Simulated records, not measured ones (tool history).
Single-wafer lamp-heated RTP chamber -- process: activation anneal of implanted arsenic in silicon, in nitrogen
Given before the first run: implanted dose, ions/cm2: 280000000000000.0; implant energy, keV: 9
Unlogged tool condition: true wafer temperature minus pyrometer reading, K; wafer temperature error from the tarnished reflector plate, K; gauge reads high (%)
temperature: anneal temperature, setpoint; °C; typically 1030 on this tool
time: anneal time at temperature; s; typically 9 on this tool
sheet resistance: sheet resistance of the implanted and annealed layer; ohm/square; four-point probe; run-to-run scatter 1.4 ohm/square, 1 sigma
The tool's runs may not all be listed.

run,hour,temperature,time,wafers since the last listed run,wafers since the last pyrometer calibration,wafers since the reflector plate was cleaned,hours since the gauge calibration,"read-back reference wafer on the same gauge, sheet resistance",sheet resistance
1,0,1018,9,0,750,4046,9.2,372.62,378.63
2,33.6,1018,9,473,1223,4520,42.8,372.65,378.62
3,95.9,1018,9,878,2102,5398,105.1,373.58,379.25
4,125.5,1030,6,417,2519,5816,134.7,374.06,378.26
# hour 167.5: pyrometer window cleaned and pyrometer calibrated
5,185.6,1030,6,734,254,6550,194.8,374.82,381.37
6,217.2,1030,5,445,700,6996,226.4,375.28,382.95
7,279.9,1030,9,884,1584,7880,289.1,376.11,378.99
8,319.1,1017,5,552,2137,8433,328.3,377.67,390.8
# hour 345.4: reflector plate cleaned
# hour 352.1: gauge calibrated
9,372.5,1013,11,640,2777,382,20.4,373.46,374.84
10,397,1019,4,345,3122,727,44.9,372.93,385.98
# hour 419.2: pyrometer window cleaned and pyrometer calibrated
11,439.3,1030,9,483,283,1211,87.2,373.91,375.64
12,477.3,1047,4,535,819,1747,125.2,374.31,379.92
13,508.4,1017,12,438,1257,2186,156.3,374.45,378.61
14,559.5,1021,4,720,1978,2906,207.4,375.29,384.39
15,607.3,1021,13,674,2652,3580,255.2,375.5,372.67

Here are 3 independent what-if runs from the current tool condition. What would each one return?
A,607.7,1030,9,5,2658,3586,255.6,?,?
B,607.7,1002,7,5,2658,3586,255.6,?,?
C,607.7,1016,9,5,2658,3586,255.6,?,?

run,"read-back reference wafer on the same gauge, sheet resistance",sheet resistance
A,376.41,379.18
B,376.41,387.46
C,376.41,382.5
The same runs, with their run-to-run variation unchanged, on a tool lacking any hidden condition would have given:
run,sheet resistance
A,375.91
B,384.12
C,379.2
